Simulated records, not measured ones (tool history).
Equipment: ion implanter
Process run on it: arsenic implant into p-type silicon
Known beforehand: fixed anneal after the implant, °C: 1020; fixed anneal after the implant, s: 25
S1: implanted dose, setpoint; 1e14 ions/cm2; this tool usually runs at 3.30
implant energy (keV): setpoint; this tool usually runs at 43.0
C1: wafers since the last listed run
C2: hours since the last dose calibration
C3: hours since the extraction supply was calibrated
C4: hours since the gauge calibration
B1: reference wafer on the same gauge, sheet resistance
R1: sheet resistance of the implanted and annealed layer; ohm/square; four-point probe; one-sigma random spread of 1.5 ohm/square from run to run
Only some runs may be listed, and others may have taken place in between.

Run 1, hour 0.0: usual settings but implant energy (keV) 53.5; C1 0; C2 1968.9; C3 2082.7; C4 362.4; B1 289.20. Result: R1 257.62 ohm/square.
Run 2, hour 34.1: usual settings; C1 564; C2 2003.0; C3 2116.8; C4 396.5; B1 289.07. Result: R1 262.44 ohm/square.
Run 3, hour 58.4: usual settings; C1 402; C2 2027.3; C3 2141.1; C4 420.8; B1 288.52. Result: R1 262.12 ohm/square.
Run 4, hour 89.7: usual settings; C1 517; C2 2058.6; C3 2172.4; C4 452.1; B1 288.91. Result: R1 265.39 ohm/square.
Run 5, hour 121.6: usual settings; C1 527; C2 2090.5; C3 2204.3; C4 484.0; B1 289.31. Result: R1 267.70 ohm/square.
Run 6, hour 137.6: usual settings; C1 264; C2 2106.5; C3 2220.3; C4 500.0; B1 289.73. Result: R1 265.26 ohm/square.
Run 7, hour 149.8: usual settings; C1 201; C2 2118.7; C3 2232.5; C4 512.2; B1 289.98. Result: R1 265.22 ohm/square.
Run 8, hour 183.8: usual settings; C1 562; C2 2152.7; C3 2266.5; C4 546.2; B1 289.41. Result: R1 263.13 ohm/square.
At hour 225.1: extraction supply calibrated.
Run 9, hour 225.6: usual settings; C1 559; C2 2194.5; C3 0.5; C4 588.0; B1 289.40. Result: R1 267.02 ohm/square.
Run 10, hour 245.3: usual settings; C1 325; C2 2214.2; C3 20.2; C4 607.7; B1 289.83. Result: R1 263.66 ohm/square.
Run 11, hour 266.3: usual settings but S1 4.11 1e14 ions/cm2, implant energy (keV) 48.5; C1 347; C2 2235.2; C3 41.2; C4 628.7; B1 289.58. Result: R1 221.94 ohm/square.
At hour 281.6: gauge calibrated.
At hour 304.7: Faraday cup replaced and dose calibrated.
Run 12, hour 305.2: usual settings; C1 511; C2 0.5; C3 80.1; C4 23.6; B1 281.22. Result: R1 259.38 ohm/square.
Run 13, hour 332.2: usual settings but S1 2.72 1e14 ions/cm2, implant energy (keV) 48.5; C1 446; C2 27.5; C3 107.1; C4 50.6; B1 282.01. Result: R1 295.94 ohm/square.
Run 14, hour 367.2: usual settings but implant energy (keV) 53.5; C1 579; C2 62.5; C3 142.1; C4 85.6; B1 283.16. Result: R1 253.62 ohm/square.
Run 15, hour 398.6: usual settings; C1 519; C2 93.9; C3 173.5; C4 117.0; B1 283.71. Result: R1 259.46 ohm/square.
Run 16, hour 425.6: usual settings but S1 2.38 1e14 ions/cm2, implant energy (keV) 56.5; C1 446; C2 120.9; C3 200.5; C4 144.0; B1 283.78. Result: R1 316.87 ohm/square.
Run 17, hour 452.6: usual settings but S1 3.86 1e14 ions/cm2, implant energy (keV) 56.0; C1 446; C2 147.9; C3 227.5; C4 171.0; B1 284.79. Result: R1 224.77 ohm/square.
Run 18, hour 482.7: usual settings; C1 498; C2 178.0; C3 257.6; C4 201.1; B1 285.35. Result: R1 263.79 ohm/square.
Run 19, hour 563.3: usual settings but S1 3.56 1e14 ions/cm2, implant energy (keV) 55.5; C1 1333; C2 258.6; C3 338.2; C4 281.7; B1 286.16. Result: R1 238.43 ohm/square.
Run 20, hour 603.4: usual settings but S1 3.73 1e14 ions/cm2, implant energy (keV) 54.5; C1 663; C2 298.7; C3 378.3; C4 321.8; B1 287.07. Result: R1 231.07 ohm/square.

Each row is a separate what-if for the run after 20, all from the same tool condition, not one after another. Results?
Run A, hour 603.8: usual settings; C1 6; C2 299.1; C3 378.7; C4 322.2; B1 ?. Result: R1 ?.
Run B, hour 603.8: usual settings but S1 3.70 1e14 ions/cm2, implant energy (keV) 28.5; C1 6; C2 299.1; C3 378.7; C4 322.2; B1 ?. Result: R1 ?.
Run C, hour 603.8: usual settings but S1 2.60 1e14 ions/cm2, implant energy (keV) 30.0; C1 6; C2 299.1; C3 378.7; C4 322.2; B1 ?. Result: R1 ?.

run      B1      R1
  A  287.16  264.39
  B  287.16  256.61
  C  287.16  332.92
With the hidden condition removed and each run's random variation left untouched, the same runs would have given:
run      R1
  A  258.92
  B  251.29
  C  326.03
